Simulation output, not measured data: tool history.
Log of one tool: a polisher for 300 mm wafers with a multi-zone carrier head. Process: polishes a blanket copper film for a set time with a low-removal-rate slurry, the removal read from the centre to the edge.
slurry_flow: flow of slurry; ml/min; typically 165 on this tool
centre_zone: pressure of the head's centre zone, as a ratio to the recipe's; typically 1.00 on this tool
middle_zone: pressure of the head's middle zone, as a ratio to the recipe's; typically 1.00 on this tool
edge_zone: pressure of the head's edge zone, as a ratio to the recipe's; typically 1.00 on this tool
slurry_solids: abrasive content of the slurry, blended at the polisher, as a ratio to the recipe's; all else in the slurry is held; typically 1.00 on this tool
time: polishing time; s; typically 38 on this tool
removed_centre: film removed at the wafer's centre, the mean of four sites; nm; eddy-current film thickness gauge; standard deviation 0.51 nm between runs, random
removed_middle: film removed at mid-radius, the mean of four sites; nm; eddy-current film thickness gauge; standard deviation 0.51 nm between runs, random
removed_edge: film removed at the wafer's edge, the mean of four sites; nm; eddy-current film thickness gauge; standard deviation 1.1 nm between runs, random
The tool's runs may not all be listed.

| run | hour | slurry_flow | centre_zone | middle_zone | edge_zone | slurry_solids | time | incoming thickness of the incoming film, nm | removed_centre | removed_middle | removed_edge |
|---|---|---|---|---|---|---|---|---|---|---|---|
| 1 | 0.0 | 165 | 1.07 | 1.00 | 1.00 | 1.00 | 38 | 642.0 | 85.4 | 79.3 | 79.0 |
| 2 | 94.4 | 165 | 1.07 | 1.00 | 1.00 | 1.00 | 38 | 650.6 | 84.1 | 77.4 | 77.7 |
| 3 | 156.6 | 165 | 1.07 | 1.00 | 1.00 | 1.00 | 38 | 641.8 | 80.9 | 75.8 | 74.2 |
|  | 179.6 | worn pad replaced by a new one |
|  | 223.7 | slurry nozzle cleaned |
| 4 | 247.0 | 165 | 1.00 | 1.00 | 1.03 | 1.00 | 38 | 646.3 | 79.5 | 80.7 | 80.0 |
|  | 256.7 | centre zone pressure recalibrated |
| 5 | 362.8 | 165 | 1.00 | 1.00 | 1.03 | 1.00 | 38 | 648.3 | 78.1 | 77.4 | 79.5 |
| 6 | 448.8 | 165 | 1.00 | 1.00 | 1.00 | 1.00 | 38 | 659.4 | 74.2 | 74.2 | 74.6 |
|  | 462.4 | edge zone pressure recalibrated |
|  | 508.6 | worn pad replaced by a new one |
| 7 | 526.8 | 165 | 1.00 | 1.00 | 1.00 | 1.00 | 38 | 648.4 | 79.4 | 79.7 | 81.9 |
| 8 | 593.6 | 165 | 1.00 | 1.00 | 1.00 | 1.00 | 38 | 650.6 | 79.6 | 79.7 | 80.6 |
| 9 | 635.2 | 165 | 1.00 | 1.00 | 1.00 | 1.00 | 38 | 651.8 | 79.1 | 78.9 | 78.5 |
|  | 671.5 | centre zone pressure recalibrated |
| 10 | 672.8 | 165 | 0.91 | 1.00 | 1.00 | 1.00 | 38 | 646.0 | 71.9 | 78.2 | 77.5 |
| 11 | 730.7 | 165 | 1.05 | 1.00 | 1.00 | 1.00 | 38 | 650.6 | 80.7 | 75.8 | 75.1 |
|  | 779.0 | worn pad replaced by a new one |
| 12 | 788.8 | 165 | 1.00 | 1.11 | 0.91 | 1.25 | 38 | 642.2 | 84.0 | 91.2 | 80.4 |
|  | 841.1 | slurry nozzle cleaned |
|  | 882.3 | edge zone pressure recalibrated |
| 13 | 888.2 | 165 | 1.00 | 1.00 | 1.03 | 1.00 | 38 | 659.5 | 80.1 | 79.2 | 81.0 |
| 14 | 987.0 | 165 | 1.00 | 1.00 | 1.00 | 1.00 | 38 | 658.0 | 77.0 | 75.6 | 77.1 |
|  | 1063.2 | centre zone pressure recalibrated |
| 15 | 1063.5 | 165 | 1.00 | 1.00 | 1.08 | 1.00 | 38 | 656.2 | 74.9 | 73.6 | 77.5 |
|  | 1108.8 | worn pad replaced by a new one |
|  | 1121.8 | carrier head's membrane replaced by a new one |
| 16 | 1168.5 | 165 | 1.00 | 1.00 | 0.93 | 0.85 | 38 | 644.6 | 77.5 | 76.8 | 74.9 |
| 17 | 1266.6 | 130 | 1.00 | 1.04 | 0.91 | 0.85 | 38 | 650.8 | 71.6 | 73.9 | 67.8 |
|  | 1352.2 | slurry nozzle cleaned |
| 18 | 1356.6 | 195 | 1.00 | 1.00 | 1.00 | 1.00 | 38 | 650.4 | 78.7 | 77.6 | 76.7 |
|  | 1404.6 | edge zone pressure recalibrated |
|  | 1425.0 | worn pad replaced by a new one |
| 19 | 1439.8 | 165 | 1.00 | 1.00 | 1.00 | 1.00 | 38 | 660.3 | 80.5 | 80.4 | 81.1 |

Give the tool's hidden conditions for every run:
slurry flow missing at the pad, %: 0 on each run
deviation of the centre zone's pressure from its setpoint, %: 0 on each run
deviation of the edge zone's pressure from its setpoint, %: 0 on each run
H1: removal rate lost through wear of the pad, %
| run | H1 |
|---|---|
| 1 | 1.05 |
| 2 | 3.41 |
| 3 | 5.85 |
| 4 | 0.683 |
| 5 | 3.34 |
| 6 | 6.9 |
| 7 | 0.464 |
| 8 | 1.09 |
| 9 | 1.9 |
| 10 | 2.9 |
| 11 | 4.95 |
| 12 | 0.817 |
| 13 | 1.9 |
| 14 | 4.77 |
| 15 | 8.22 |
| 16 | 0.49 |
| 17 | 2.44 |
| 18 | 5.78 |
| 19 | 0.291 |
